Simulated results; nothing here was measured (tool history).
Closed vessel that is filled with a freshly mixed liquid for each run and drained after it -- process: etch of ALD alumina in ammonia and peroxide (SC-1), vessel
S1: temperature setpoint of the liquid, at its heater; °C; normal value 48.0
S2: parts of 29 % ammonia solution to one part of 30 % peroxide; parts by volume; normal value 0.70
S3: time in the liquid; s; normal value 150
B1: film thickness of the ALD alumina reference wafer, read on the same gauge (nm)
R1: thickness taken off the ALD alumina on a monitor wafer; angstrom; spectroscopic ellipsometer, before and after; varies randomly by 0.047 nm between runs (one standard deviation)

| run | hour | S1 | S2 | S3 | B1 | R1 |
|---|---|---|---|---|---|---|
| 1 | 0.0 | 48.0 | 0.70 | 150 | 100.03 | 65.6 |
|  | 12.6 | new drum of ammonia solution connected |
| 2 | 28.1 | 48.0 | 0.70 | 150 | 100.02 | 66.5 |
| 3 | 48.8 | 48.0 | 0.70 | 150 | 99.99 | 65.7 |
| 4 | 66.0 | 48.0 | 0.70 | 150 | 100.03 | 66.4 |
| 5 | 86.2 | 48.0 | 0.70 | 150 | 99.97 | 65.9 |
| 6 | 114.6 | 48.0 | 0.70 | 150 | 100.01 | 65.9 |
| 7 | 147.0 | 48.0 | 0.70 | 150 | 99.99 | 65.6 |
| 8 | 180.9 | 48.0 | 0.70 | 150 | 99.98 | 65.6 |
|  | 183.2 | gauge calibrated |
|  | 206.7 | ammonia flow meter replaced |
| 9 | 212.8 | 48.0 | 0.70 | 150 | 99.98 | 65.0 |
| 10 | 246.8 | 48.0 | 0.70 | 150 | 99.98 | 64.6 |
| 11 | 269.8 | 48.0 | 0.40 | 100 | 99.98 | 41.4 |
| 12 | 282.9 | 52.5 | 0.90 | 150 | 99.98 | 86.5 |
| 13 | 304.3 | 57.5 | 0.45 | 150 | 99.98 | 104.8 |
| 14 | 331.0 | 48.0 | 0.70 | 150 | 99.98 | 64.8 |
|  | 342.6 | new drum of ammonia solution connected |
| 15 | 362.4 | 39.5 | 0.95 | 235 | 100.01 | 63.6 |
|  | 379.7 | thermometer replaced |
| 16 | 385.1 | 52.5 | 0.60 | 150 | 100.03 | 93.6 |
| 17 | 401.5 | 48.0 | 0.70 | 150 | 99.99 | 74.1 |
| 18 | 425.8 | 54.0 | 0.55 | 150 | 99.99 | 100.2 |
| 19 | 458.2 | 45.0 | 0.90 | 185 | 100.00 | 77.5 |
| 20 | 489.6 | 42.0 | 0.45 | 65 | 99.98 | 22.0 |
| 21 | 512.5 | 51.0 | 1.05 | 110 | 99.99 | 65.7 |

Forecast each of these 5 alternatives for the next run:
| A | 513.2 | 48.0 | 0.40 | 150 | ? | ? |
| B | 513.2 | 48.0 | 0.90 | 150 | ? | ? |
| C | 513.2 | 44.0 | 0.55 | 180 | ? | ? |
| D | 513.2 | 52.5 | 0.70 | 150 | ? | ? |
| E | 513.2 | 56.0 | 1.00 | 150 | ? | ? |

| run | B1 | R1 |
|---|---|---|
| A | 99.97 | 69.6 |
| B | 99.97 | 75.2 |
| C | 99.97 | 68.6 |
| D | 99.97 | 94.0 |
| E | 99.97 | 117.3 |
Without the tool's unlogged condition, the same runs would have read:
| run | R1 |
|---|---|
| A | 70.4 |
| B | 76.1 |
| C | 69.5 |
| D | 95.1 |
| E | 118.6 |
